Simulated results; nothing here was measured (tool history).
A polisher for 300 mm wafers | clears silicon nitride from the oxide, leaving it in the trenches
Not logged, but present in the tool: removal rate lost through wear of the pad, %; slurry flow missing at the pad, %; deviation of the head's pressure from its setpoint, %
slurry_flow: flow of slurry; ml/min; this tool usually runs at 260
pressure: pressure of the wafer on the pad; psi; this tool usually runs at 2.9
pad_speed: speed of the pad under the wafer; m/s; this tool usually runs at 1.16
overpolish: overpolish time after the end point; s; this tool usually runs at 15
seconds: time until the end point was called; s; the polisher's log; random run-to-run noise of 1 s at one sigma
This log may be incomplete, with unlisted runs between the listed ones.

| run | hour | slurry_flow | pressure | pad_speed | overpolish | wafers since the last listed run | wafers polished on this pad | hours since the slurry nozzle was cleaned | hours since the head pressure was calibrated | incoming thickness of the incoming film, nm | seconds |
|---|---|---|---|---|---|---|---|---|---|---|---|
| 1 | 0.0 | 260 | 3.5 | 1.16 | 15 | 0 | 3431 | 309.8 | 184.3 | 100.3 | 93.5 |
| 2 | 40.8 | 260 | 3.5 | 1.16 | 15 | 403 | 3834 | 350.6 | 225.1 | 100.2 | 92.5 |
| 3 | 79.4 | 260 | 2.9 | 1.16 | 15 | 381 | 4216 | 389.2 | 263.7 | 101.1 | 112.6 |
| 4 | 103.8 | 260 | 2.9 | 1.16 | 15 | 241 | 4457 | 413.6 | 288.1 | 100.1 | 113.5 |
|  | 109.0 | slurry nozzle cleaned |
|  | 128.5 | worn pad replaced by a new one |
| 5 | 135.5 | 260 | 2.9 | 1.16 | 15 | 263 | 69 | 26.5 | 319.8 | 100.3 | 112.5 |
| 6 | 193.3 | 260 | 2.9 | 1.16 | 15 | 571 | 640 | 84.3 | 377.6 | 99.1 | 112.1 |
| 7 | 243.6 | 260 | 2.9 | 1.16 | 15 | 497 | 1137 | 134.6 | 427.9 | 100.5 | 111.8 |
| 8 | 295.3 | 260 | 2.9 | 1.16 | 15 | 511 | 1649 | 186.3 | 479.6 | 100.4 | 109.6 |
| 9 | 334.8 | 260 | 2.9 | 1.16 | 15 | 390 | 2039 | 225.8 | 519.1 | 101.2 | 111.6 |
| 10 | 382.6 | 260 | 2.9 | 1.16 | 15 | 472 | 2512 | 273.6 | 566.9 | 100.1 | 111.7 |
| 11 | 436.4 | 260 | 2.9 | 1.16 | 15 | 531 | 3044 | 327.4 | 620.7 | 101.8 | 114.1 |
| 12 | 469.2 | 260 | 2.9 | 1.16 | 15 | 324 | 3368 | 360.2 | 653.5 | 98.3 | 110.5 |
| 13 | 535.4 | 260 | 2.9 | 0.88 | 15 | 654 | 4022 | 426.4 | 719.7 | 98.9 | 144.0 |
|  | 553.8 | worn pad replaced by a new one |
| 14 | 583.4 | 260 | 2.9 | 1.16 | 15 | 435 | 292 | 474.4 | 767.7 | 99.0 | 110.0 |
| 15 | 609.7 | 180 | 2.3 | 1.46 | 13 | 260 | 552 | 500.7 | 794.0 | 102.0 | 118.7 |
|  | 634.8 | slurry nozzle cleaned |
| 16 | 645.8 | 260 | 2.5 | 1.02 | 15 | 347 | 899 | 11.0 | 830.1 | 100.3 | 146.8 |
| 17 | 701.7 | 260 | 2.9 | 1.16 | 15 | 552 | 1452 | 66.9 | 886.0 | 100.5 | 112.9 |
| 18 | 754.8 | 260 | 2.1 | 1.16 | 15 | 524 | 1977 | 120.0 | 939.1 | 99.7 | 154.9 |
| 19 | 782.6 | 260 | 2.9 | 1.16 | 15 | 274 | 2251 | 147.8 | 966.9 | 101.2 | 112.5 |
| 20 | 854.2 | 260 | 2.4 | 1.16 | 15 | 707 | 2959 | 219.4 | 1038.5 | 100.7 | 134.6 |
| 21 | 883.6 | 320 | 2.9 | 1.42 | 18 | 290 | 3250 | 248.8 | 1067.9 | 99.9 | 89.6 |
|  | 921.2 | head pressure recalibrated |
| 22 | 935.0 | 345 | 2.4 | 1.38 | 20 | 488 | 3738 | 300.2 | 13.8 | 99.9 | 111.2 |
| 23 | 970.6 | 260 | 3.3 | 0.86 | 19 | 351 | 4090 | 335.8 | 49.4 | 100.1 | 134.1 |
|  | 1098.8 | worn pad replaced by a new one |
| 24 | 1136.0 | 260 | 2.9 | 1.16 | 15 | 1595 | 367 | 501.2 | 214.8 | 99.1 | 109.3 |
|  | 1155.5 | slurry nozzle cleaned |
| 25 | 1200.4 | 260 | 3.5 | 1.16 | 15 | 626 | 994 | 44.9 | 279.2 | 99.6 | 92.2 |
| 26 | 1265.8 | 300 | 3.7 | 1.16 | 15 | 646 | 1640 | 110.3 | 344.6 | 101.6 | 88.5 |
| 27 | 1291.9 | 345 | 3.6 | 1.16 | 15 | 258 | 1898 | 136.4 | 370.7 | 100.1 | 87.5 |
| 28 | 1322.4 | 260 | 2.2 | 1.42 | 15 | 301 | 2200 | 166.9 | 401.2 | 100.1 | 120.7 |
| 29 | 1384.7 | 260 | 2.9 | 1.16 | 15 | 615 | 2816 | 229.2 | 463.5 | 100.0 | 112.2 |
| 30 | 1429.3 | 260 | 3.4 | 1.16 | 10 | 440 | 3257 | 273.8 | 508.1 | 98.8 | 94.3 |
| 31 | 1489.9 | 260 | 2.9 | 1.16 | 24 | 599 | 3856 | 334.4 | 568.7 | 100.3 | 111.6 |
| 32 | 1516.2 | 260 | 2.9 | 1.00 | 15 | 260 | 4116 | 360.7 | 595.0 | 99.7 | 130.5 |
|  | 1558.5 | worn pad replaced by a new one |
| 33 | 1570.1 | 345 | 2.9 | 1.16 | 15 | 493 | 114 | 414.6 | 648.9 | 102.0 | 110.8 |
|  | 1601.8 | slurry nozzle cleaned |
| 34 | 1604.6 | 260 | 2.9 | 1.16 | 15 | 331 | 445 | 2.8 | 683.4 | 98.5 | 110.4 |
| 35 | 1665.1 | 180 | 2.3 | 1.46 | 13 | 598 | 1043 | 63.3 | 743.9 | 100.6 | 117.9 |
| 36 | 1726.9 | 260 | 2.4 | 1.16 | 19 | 610 | 1654 | 125.1 | 805.7 | 97.9 | 134.0 |
| 37 | 1792.7 | 260 | 2.9 | 1.16 | 15 | 650 | 2305 | 190.9 | 871.5 | 101.6 | 115.8 |

4 ways to go on from here, each from the tool as it stands after run 37. What would each give?
| A | 1793.2 | 260 | 2.9 | 1.16 | 11 | 4 | 2310 | 191.4 | 872.0 | 98.7 | ? |
| B | 1793.2 | 260 | 2.9 | 0.76 | 15 | 4 | 2310 | 191.4 | 872.0 | 98.7 | ? |
| C | 1793.2 | 300 | 2.9 | 1.16 | 15 | 4 | 2310 | 191.4 | 872.0 | 98.7 | ? |
| D | 1793.2 | 175 | 2.9 | 1.16 | 20 | 4 | 2310 | 191.4 | 872.0 | 98.7 | ? |

| run | seconds |
|---|---|
| A | 110.3 |
| B | 168.4 |
| C | 108.7 |
| D | 116.9 |
What these runs would have given with no unlogged condition in the tool:
| run | seconds |
|---|---|
| A | 110.3 |
| B | 168.4 |
| C | 108.7 |
| D | 116.9 |
